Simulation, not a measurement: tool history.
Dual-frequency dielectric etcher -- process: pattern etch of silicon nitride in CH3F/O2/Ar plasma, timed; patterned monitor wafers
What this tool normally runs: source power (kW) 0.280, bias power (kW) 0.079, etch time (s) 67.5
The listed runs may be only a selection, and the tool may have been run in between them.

run	hour	source power (kW)	bias power (kW)	etch time (s)	wafers since the last listed run	hours since the last wet clean	hours since the last source power generator calibration	hours since the last bias power generator calibration	hours since the last upper electrode change	hours since the gauge calibration	read-back reference wafer on the same gauge, depth_nm	mean etch depth across the wafer (nm)
1	0.0	0.280	0.084	67.5	0	368.9	4756.0	1215.0	4004.5	621.8	38.16	46.12
2	66.8	0.280	0.084	67.5	605	435.7	4822.8	1281.8	4071.3	688.6	38.17	46.60
# hour 96.5: wet clean of the chamber
3	166.2	0.320	0.079	67.5	683	69.7	4922.2	1381.2	4170.7	788.0	38.09	48.02
4	198.3	0.320	0.079	67.5	290	101.8	4954.3	1413.3	4202.8	820.1	38.14	48.52
5	261.7	0.320	0.079	67.5	574	165.2	5017.7	1476.7	4266.2	883.5	38.02	48.56
# hour 296.7: gauge calibrated
6	331.9	0.280	0.079	67.5	635	235.4	5087.9	1546.9	4336.4	35.2	38.08	45.34
# hour 378.7: bias power generator calibrated
7	384.8	0.280	0.079	67.5	442	288.3	5140.8	6.1	4389.3	88.1	38.06	45.02
8	428.3	0.280	0.079	67.5	394	331.8	5184.3	49.6	4432.8	131.6	38.11	45.46
# hour 471.3: source power generator calibrated
9	484.0	0.340	0.093	67.5	468	387.5	12.7	105.3	4488.5	187.3	38.06	52.14
# hour 535.5: wet clean of the chamber
10	536.0	0.240	0.088	60.5	253	0.5	64.7	157.3	4540.5	239.3	38.08	39.72
11	572.0	0.280	0.066	80.5	326	36.5	100.7	193.3	4576.5	275.3	38.10	51.48
12	617.2	0.280	0.079	67.5	409	81.7	145.9	238.5	4621.7	320.5	38.09	45.56
# hour 676.7: upper electrode replaced
13	684.5	0.260	0.079	67.5	392	149.0	213.2	305.8	7.8	387.8	38.06	43.84
14	719.3	0.280	0.079	67.5	315	183.8	248.0	340.6	42.6	422.6	38.12	45.49
15	779.5	0.260	0.064	51.0	545	244.0	308.2	400.8	102.8	482.8	38.14	30.61
16	817.8	0.280	0.079	67.5	346	282.3	346.5	439.1	141.1	521.1	38.11	45.37
17	859.4	0.210	0.065	85.5	376	323.9	388.1	480.7	182.7	562.7	38.14	46.60

Forecast each of these 5 alternatives for the next run:
A	859.8	0.280	0.066	67.5	3	324.3	388.5	481.1	183.1	563.1	?	?
B	859.8	0.310	0.079	59.0	3	324.3	388.5	481.1	183.1	563.1	?	?
C	859.8	0.250	0.079	72.5	3	324.3	388.5	481.1	183.1	563.1	?	?
D	859.8	0.280	0.068	48.0	3	324.3	388.5	481.1	183.1	563.1	?	?
E	859.8	0.310	0.070	85.0	3	324.3	388.5	481.1	183.1	563.1	?	?

run	read-back reference wafer on the same gauge, depth_nm	mean etch depth across the wafer (nm)
A	38.19	42.28
B	38.19	41.11
C	38.19	45.76
D	38.19	30.36
E	38.19	56.87
The same runs, with their run-to-run variation unchanged, on a tool lacking any hidden condition would have given:
run	mean etch depth across the wafer (nm)
A	42.28
B	41.11
C	45.76
D	30.36
E	56.87
